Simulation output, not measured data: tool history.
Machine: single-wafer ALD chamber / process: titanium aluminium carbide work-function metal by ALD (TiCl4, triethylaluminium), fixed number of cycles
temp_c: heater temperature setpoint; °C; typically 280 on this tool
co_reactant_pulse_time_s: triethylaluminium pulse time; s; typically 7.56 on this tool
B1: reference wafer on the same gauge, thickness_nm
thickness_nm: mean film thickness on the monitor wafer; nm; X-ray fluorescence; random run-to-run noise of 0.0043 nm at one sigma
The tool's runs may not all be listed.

Run 1, day 0.000: usual settings but temp_c 283 °C, co_reactant_pulse_time_s 5.90 s; B1 1.749. Result: thickness_nm 1.655 nm.
Run 2, day 1.358: usual settings; B1 1.750. Result: thickness_nm 1.735 nm.
Run 3, day 2.825: usual settings; B1 1.749. Result: thickness_nm 1.732 nm.
Run 4, day 3.750: usual settings; B1 1.751. Result: thickness_nm 1.736 nm.
Run 5, day 4.562: usual settings; B1 1.750. Result: thickness_nm 1.735 nm.
Run 6, day 5.717: usual settings; B1 1.750. Result: thickness_nm 1.740 nm.
Run 7, day 7.192: usual settings but temp_c 288 °C; B1 1.750. Result: thickness_nm 1.795 nm.
Run 8, day 8.229: usual settings but temp_c 288 °C; B1 1.750. Result: thickness_nm 1.792 nm.
Run 9, day 9.379: usual settings but temp_c 288 °C; B1 1.751. Result: thickness_nm 1.789 nm.
Run 10, day 10.762: usual settings; B1 1.750. Result: thickness_nm 1.743 nm.
Run 11, day 12.000: usual settings; B1 1.749. Result: thickness_nm 1.733 nm.
Run 12, day 12.721: usual settings; B1 1.750. Result: thickness_nm 1.737 nm.
Run 13, day 16.717: usual settings but temp_c 290 °C; B1 1.750. Result: thickness_nm 1.811 nm.
Run 14, day 17.329: usual settings but temp_c 285 °C, co_reactant_pulse_time_s 5.52 s; B1 1.750. Result: thickness_nm 1.644 nm.
Run 15, day 18.817: usual settings; B1 1.750. Result: thickness_nm 1.731 nm.
At day 19.175: showerhead replaced.
Run 16, day 19.525: usual settings but temp_c 287 °C; B1 1.751. Result: thickness_nm 1.793 nm.
Run 17, day 20.354: usual settings but temp_c 284 °C, co_reactant_pulse_time_s 8.57 s; B1 1.750. Result: thickness_nm 1.813 nm.
Run 18, day 24.312: usual settings; B1 1.750. Result: thickness_nm 1.745 nm.
At day 25.875: thermocouple changed; heater temperature recalibrated.
Run 19, day 25.896: usual settings; B1 1.750. Result: thickness_nm 1.714 nm.
At day 28.258: triethylaluminium bottle replaced.
Run 20, day 28.579: usual settings but temp_c 295 °C, co_reactant_pulse_time_s 10.04 s; B1 1.750. Result: thickness_nm 1.889 nm.
Run 21, day 29.779: usual settings but temp_c 266 °C, co_reactant_pulse_time_s 6.33 s; B1 1.749. Result: thickness_nm 1.553 nm.
Run 22, day 30.308: usual settings; B1 1.749. Result: thickness_nm 1.718 nm.
Run 23, day 31.004: usual settings but co_reactant_pulse_time_s 9.11 s; B1 1.748. Result: thickness_nm 1.769 nm.
Run 24, day 32.296: usual settings; B1 1.750. Result: thickness_nm 1.715 nm.
At day 32.688: gauge calibrated.
Run 25, day 33.604: usual settings but temp_c 293 °C, co_reactant_pulse_time_s 5.73 s; B1 1.749. Result: thickness_nm 1.694 nm.
Run 26, day 35.058: usual settings but temp_c 268 °C, co_reactant_pulse_time_s 6.48 s; B1 1.749. Result: thickness_nm 1.577 nm.
Run 27, day 36.438: usual settings; B1 1.750. Result: thickness_nm 1.712 nm.
Run 28, day 37.600: usual settings; B1 1.750. Result: thickness_nm 1.716 nm.
Run 29, day 38.854: usual settings but temp_c 295 °C, co_reactant_pulse_time_s 8.75 s; B1 1.749. Result: thickness_nm 1.866 nm.
Run 30, day 39.588: usual settings but temp_c 287 °C, co_reactant_pulse_time_s 9.83 s; B1 1.751. Result: thickness_nm 1.845 nm.
Run 31, day 40.979: usual settings; B1 1.750. Result: thickness_nm 1.712 nm.
Run 32, day 42.025: usual settings but temp_c 271 °C, co_reactant_pulse_time_s 9.74 s; B1 1.750. Result: thickness_nm 1.710 nm.
Run 33, day 42.767: usual settings but temp_c 265 °C, co_reactant_pulse_time_s 10.12 s; B1 1.749. Result: thickness_nm 1.687 nm.
Run 34, day 44.017: usual settings; B1 1.750. Result: thickness_nm 1.717 nm.

Selected run-to-run steps in thickness_nm, each split into two signed amounts: the part the tool would show with no hidden state at all (from settings, incoming material and random variation), and the remainder, which goes to the hidden state together with any gauge scatter not common to the measured and the hidden-state-free results:
Hidden conditions of the tool in this case: wafer temperature above the value expected at the setpoint (K); triethylaluminium dose above that of a fresh bottle (%); gauge reads high (%).
Run 1 -> 2: temp_c 283 -> 280, co_reactant_pulse_time_s 5.90 -> 7.56. thickness_nm +0.080 nm: hidden state +0.002, all else +0.078.
Run 13 -> 14: temp_c 290 -> 285, co_reactant_pulse_time_s 7.56 -> 5.52. thickness_nm -0.167 nm: hidden state -0.001, all else -0.166.
Run 14 -> 15: temp_c 285 -> 280, co_reactant_pulse_time_s 5.52 -> 7.56. thickness_nm +0.087 nm: hidden state +0.003, all else +0.084.
Run 18 -> 19: thermocouple changed; heater temperature recalibrated. thickness_nm -0.031 nm: hidden state -0.034, all else +0.003.
Run 19 -> 20: temp_c 280 -> 295, co_reactant_pulse_time_s 7.56 -> 10.04, triethylaluminium bottle replaced. thickness_nm +0.175 nm: hidden state +0.002, all else +0.173.
Run 20 -> 21: temp_c 295 -> 266, co_reactant_pulse_time_s 10.04 -> 6.33. thickness_nm -0.336 nm: hidden state +0.000, all else -0.336.
